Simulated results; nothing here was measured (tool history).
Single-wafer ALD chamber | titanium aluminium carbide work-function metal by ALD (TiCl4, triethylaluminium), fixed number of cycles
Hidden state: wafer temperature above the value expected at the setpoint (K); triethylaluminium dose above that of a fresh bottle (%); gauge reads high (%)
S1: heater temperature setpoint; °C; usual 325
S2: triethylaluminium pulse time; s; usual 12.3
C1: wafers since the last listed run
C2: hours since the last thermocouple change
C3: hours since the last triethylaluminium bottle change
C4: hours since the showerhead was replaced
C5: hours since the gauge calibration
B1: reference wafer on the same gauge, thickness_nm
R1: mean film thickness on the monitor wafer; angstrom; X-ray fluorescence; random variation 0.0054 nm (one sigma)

Run 1, hour 0: usual settings; C1 0; C2 2762.1; C3 472.8; C4 2587.1; C5 39.4; B1 2.229. Result: R1 19.54 angstrom.
Run 2, hour 9: usual settings; C1 81; C2 2771.1; C3 481.8; C4 2596.1; C5 48.4; B1 2.229. Result: R1 19.44 angstrom.
Run 3, hour 22.3: usual settings; C1 120; C2 2784.4; C3 495.1; C4 2609.4; C5 61.7; B1 2.229. Result: R1 19.4 angstrom.
Run 4, hour 34.2: usual settings; C1 107; C2 2796.3; C3 507; C4 2621.3; C5 73.6; B1 2.23. Result: R1 19.33 angstrom.
Run 5, hour 49.5: usual settings; C1 138; C2 2811.6; C3 522.3; C4 2636.6; C5 88.9; B1 2.229. Result: R1 19.31 angstrom.
Run 6, hour 97.6: usual settings but S2 10.34 s; C1 434; C2 2859.7; C3 570.4; C4 2684.7; C5 137; B1 2.229. Result: R1 17.73 angstrom.
At hour 130: showerhead replaced, of another model than before.
At hour 131: triethylaluminium bottle replaced.
Run 7, hour 131.5: usual settings but S1 329 °C; C1 224; C2 2893.6; C3 0.5; C4 1.5; C5 170.9; B1 2.228. Result: R1 21.88 angstrom.
Run 8, hour 134.2: usual settings but S1 329 °C; C1 24; C2 2896.3; C3 3.2; C4 4.2; C5 173.6; B1 2.232. Result: R1 21.83 angstrom.
Run 9, hour 146.9: usual settings but S1 312 °C, S2 13.69 s; C1 114; C2 2909; C3 15.9; C4 16.9; C5 186.3; B1 2.23. Result: R1 20.39 angstrom.
At hour 157.5: thermocouple changed; heater temperature recalibrated.
Run 10, hour 159.9: usual settings but S1 332 °C, S2 9.97 s; C1 45; C2 2.4; C3 28.9; C4 29.9; C5 199.3; B1 2.229. Result: R1 21.7 angstrom.
At hour 174.4: gauge calibrated.
Run 11, hour 204.4: usual settings but S1 329 °C, S2 14.96 s; C1 402; C2 46.9; C3 73.4; C4 74.4; C5 30; B1 2.229. Result: R1 22.07 angstrom.
Run 12, hour 212.9: usual settings; C1 76; C2 55.4; C3 81.9; C4 82.9; C5 38.5; B1 2.231. Result: R1 21.38 angstrom.
Run 13, hour 222: usual settings; C1 82; C2 64.5; C3 91; C4 92; C5 47.6; B1 2.231. Result: R1 21.37 angstrom.
Run 14, hour 228.2: usual settings but S1 319 °C, S2 9.68 s; C1 56; C2 70.7; C3 97.2; C4 98.2; C5 53.8; B1 2.232. Result: R1 20.17 angstrom.
Run 15, hour 244: usual settings but S1 319 °C, S2 14.6 s; C1 142; C2 86.5; C3 113; C4 114; C5 69.6; B1 2.231. Result: R1 21.04 angstrom.
Run 16, hour 254.2: usual settings but S1 337 °C, S2 15.35 s; C1 92; C2 96.7; C3 123.2; C4 124.2; C5 79.8; B1 2.231. Result: R1 22.75 angstrom.

Forecast each of these 4 alternatives for the next run:
Run A, hour 254.6: usual settings but S1 337 °C; C1 3; C2 97.1; C3 123.6; C4 124.6; C5 80.2; B1 ?. Result: R1 ?.
Run B, hour 254.6: usual settings but S1 312 °C, S2 8.91 s; C1 3; C2 97.1; C3 123.6; C4 124.6; C5 80.2; B1 ?. Result: R1 ?.
Run C, hour 254.6: usual settings but S2 14.8 s; C1 3; C2 97.1; C3 123.6; C4 124.6; C5 80.2; B1 ?. Result: R1 ?.
Run D, hour 254.6: usual settings but S2 9.18 s; C1 3; C2 97.1; C3 123.6; C4 124.6; C5 80.2; B1 ?. Result: R1 ?.

run     B1     R1
  A  2.231  22.47
  B  2.231  19.21
  C  2.231  21.59
  D  2.231  20.51
Without the tool's hidden state the same runs would have given:
run     R1
  A  22.77
  B  19.74
  C  21.76
  D  21.05
